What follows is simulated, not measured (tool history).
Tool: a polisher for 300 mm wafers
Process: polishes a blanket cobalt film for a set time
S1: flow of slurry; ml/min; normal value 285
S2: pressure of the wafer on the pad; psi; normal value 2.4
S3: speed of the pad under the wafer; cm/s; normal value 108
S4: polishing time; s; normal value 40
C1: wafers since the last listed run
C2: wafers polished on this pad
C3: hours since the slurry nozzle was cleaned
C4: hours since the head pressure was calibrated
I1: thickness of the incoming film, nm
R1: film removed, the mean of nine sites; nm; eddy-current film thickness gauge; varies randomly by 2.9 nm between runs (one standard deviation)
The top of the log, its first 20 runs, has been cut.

run 21 hour=1036.3 | S1=285 S2=2.8 S3=108 S4=27 | C1=288 C2=2180 C3=104.3 C4=686.5 | I1=738.1 | R1=216.9
run 22 hour=1089.6 | S1=285 S2=1.8 S3=80 S4=33 | C1=429 C2=2610 C3=157.6 C4=739.8 | I1=733.1 | R1=123.5
-- hour=1097.8 head pressure recalibrated
-- hour=1153.9 worn pad replaced by a new one
run 23 hour=1159.7 | S1=285 S2=2.9 S3=136 S4=36 | C1=516 C2=46 C3=227.7 C4=61.9 | I1=738.8 | R1=408.7
run 24 hour=1204.2 | S1=190 S2=2.4 S3=98 S4=40 | C1=358 C2=404 C3=272.2 C4=106.4 | I1=727.8 | R1=252.0
run 25 hour=1306.0 | S1=285 S2=2.8 S3=126 S4=45 | C1=819 C2=1224 C3=374.0 C4=208.2 | I1=727.6 | R1=436.7
run 26 hour=1444.6 | S1=355 S2=2.4 S3=108 S4=40 | C1=1116 C2=2340 C3=512.6 C4=346.8 | I1=739.3 | R1=274.4
run 27 hour=1481.2 | S1=215 S2=1.7 S3=128 S4=51 | C1=294 C2=2635 C3=549.2 C4=383.4 | I1=739.4 | R1=276.1
-- hour=1515.6 worn pad replaced by a new one
run 28 hour=1574.0 | S1=285 S2=2.4 S3=108 S4=32 | C1=715 C2=469 C3=642.0 C4=476.2 | I1=733.3 | R1=236.6
run 29 hour=1637.5 | S1=210 S2=1.6 S3=108 S4=32 | C1=511 C2=981 C3=705.5 C4=539.7 | I1=743.6 | R1=151.7
run 30 hour=1698.6 | S1=365 S2=2.0 S3=108 S4=36 | C1=492 C2=1473 C3=766.6 C4=600.8 | I1=749.1 | R1=217.1
run 31 hour=1734.2 | S1=285 S2=2.8 S3=90 S4=30 | C1=286 C2=1760 C3=802.2 C4=636.4 | I1=742.1 | R1=203.0

Here are 3 independent what-if runs from the current tool condition. What would each one return?
run A hour=1734.6 | S1=285 S2=2.4 S3=108 S4=40 | C1=3 C2=1763 C3=802.6 C4=636.8 | I1=737.5 | R1=?
run B hour=1734.6 | S1=320 S2=2.4 S3=82 S4=40 | C1=3 C2=1763 C3=802.6 C4=636.8 | I1=737.5 | R1=?
run C hour=1734.6 | S1=205 S2=2.4 S3=108 S4=40 | C1=3 C2=1763 C3=802.6 C4=636.8 | I1=737.5 | R1=?

run=A R1=281.2
run=B R1=215.8
run=C R1=270.5
With no hidden state in the tool, these same runs would have given:
run=A R1=304.0
run=B R1=233.3
run=C R1=292.4
